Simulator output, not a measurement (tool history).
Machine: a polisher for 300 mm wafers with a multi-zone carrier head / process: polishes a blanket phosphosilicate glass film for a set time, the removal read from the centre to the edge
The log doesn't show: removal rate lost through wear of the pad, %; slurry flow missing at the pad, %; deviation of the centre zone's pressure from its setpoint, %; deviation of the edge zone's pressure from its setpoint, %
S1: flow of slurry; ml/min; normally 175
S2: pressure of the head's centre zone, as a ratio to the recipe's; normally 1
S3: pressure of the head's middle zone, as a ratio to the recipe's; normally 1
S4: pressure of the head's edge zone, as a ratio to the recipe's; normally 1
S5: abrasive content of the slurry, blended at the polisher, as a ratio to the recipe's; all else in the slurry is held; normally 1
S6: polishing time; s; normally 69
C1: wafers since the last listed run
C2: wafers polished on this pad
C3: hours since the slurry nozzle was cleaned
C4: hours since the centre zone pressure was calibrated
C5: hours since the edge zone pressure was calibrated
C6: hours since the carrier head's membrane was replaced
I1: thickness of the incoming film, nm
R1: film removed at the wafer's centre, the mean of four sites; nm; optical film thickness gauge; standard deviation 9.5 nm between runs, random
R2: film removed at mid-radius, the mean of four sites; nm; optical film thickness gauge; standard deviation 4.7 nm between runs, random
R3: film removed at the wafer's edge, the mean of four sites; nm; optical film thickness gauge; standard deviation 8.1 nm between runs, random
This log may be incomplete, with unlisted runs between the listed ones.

run,hour,S1,S2,S3,S4,S5,S6,C1,C2,C3,C4,C5,C6,I1,R1,R2,R3
1,0,175,1,1,1,1,69,0,1468,205.5,512.3,144.8,772.9,3915.9,640.9,662.1,682.3
# hour 67.8: slurry nozzle cleaned
2,83.4,175,1,1,1,1,69,919,2388,15.6,595.7,228.2,856.3,3940.4,633,662.6,659.6
# hour 161.7: worn pad replaced by a new one
3,178.4,135,1.08,1,1,1,69,1015,185,110.6,690.7,323.2,951.3,3922.8,667.5,651.5,644.7
4,248.1,135,1.08,1,1,1,69,778,964,180.3,760.4,392.9,1021,3917.8,680.9,660.2,648.4
# hour 310.6: slurry nozzle cleaned
5,317.2,175,1,1,1,1,69,760,1724,6.6,829.5,462,1090.1,3934.2,624.9,671.2,671.6
6,377.4,175,1,1,1,1,69,672,2396,66.8,889.7,522.2,1150.3,3905.6,622.5,664,667.2
# hour 408.4: worn pad replaced by a new one
# hour 431.2: edge zone pressure recalibrated
7,495.8,175,1,1,1,1,63,1254,953,185.2,1008.1,64.6,1268.7,3849.8,568.6,612,601.6
8,585.8,175,1,1,1,1,63,1004,1958,275.2,1098.1,154.6,1358.7,3951.5,564.4,613.8,620.6
# hour 609.5: slurry nozzle cleaned
# hour 634.7: carrier head's membrane replaced by a new one
9,688.3,155,1,1,1,1.1,69,1077,3035,78.8,1200.6,257.1,53.6,3897.2,632.7,700.5,687.6
# hour 722.8: worn pad replaced by a new one
10,764.3,175,1.04,1.07,1,1,81,803,463,154.8,1276.6,333.1,129.6,3896.8,765.8,833,792
11,802.6,175,0.91,1,1,1,69,427,891,193.1,1314.9,371.4,167.9,3932.2,539.7,680.9,666.8
12,872.7,175,1,1,1,0.75,69,782,1674,263.2,1385,441.5,238,3871.5,516,560.4,554.4
# hour 885.3: centre zone pressure recalibrated
# hour 886.1: slurry nozzle cleaned
# hour 946: edge zone pressure recalibrated
13,960.2,175,0.94,1,1,1,69,923,2597,74.1,74.9,14.2,325.5,3870.5,628.3,672.9,662.6
# hour 1041.8: worn pad replaced by a new one
14,1052.7,175,1,1,1,1,69,988,122,166.6,167.4,106.7,418,3908.3,653.7,672.1,671.5
15,1098.4,230,1,1,1,0.75,79,510,632,212.3,213.1,152.4,463.7,3827.1,644.5,660.3,651.1
# hour 1162.1: slurry nozzle cleaned
# hour 1283.3: worn pad replaced by a new one
16,1293.2,175,1,1,1.05,1.2,69,2119,110,131.1,407.9,347.2,658.5,3832.1,684.3,724.9,743
17,1391.2,150,1.04,1.09,1,1,60,1094,1204,229.1,505.9,445.2,756.5,3904.4,565.1,621.3,576.3

Run by run, hidden condition taken away, random variation retained:
run,R1
1,660.3
2,656.9
3,698.2
4,716.5
5,661.8
6,662.8
7,611.8
8,612.2
9,692.7
10,844
11,597.6
12,574.6
13,644.2
14,675.5
15,668.6
16,722.1
17,601.3
R2: differs from the measured result by no more than 0.4 nm in any run.
For R3, the value without the hidden state matches the measurement in each run.
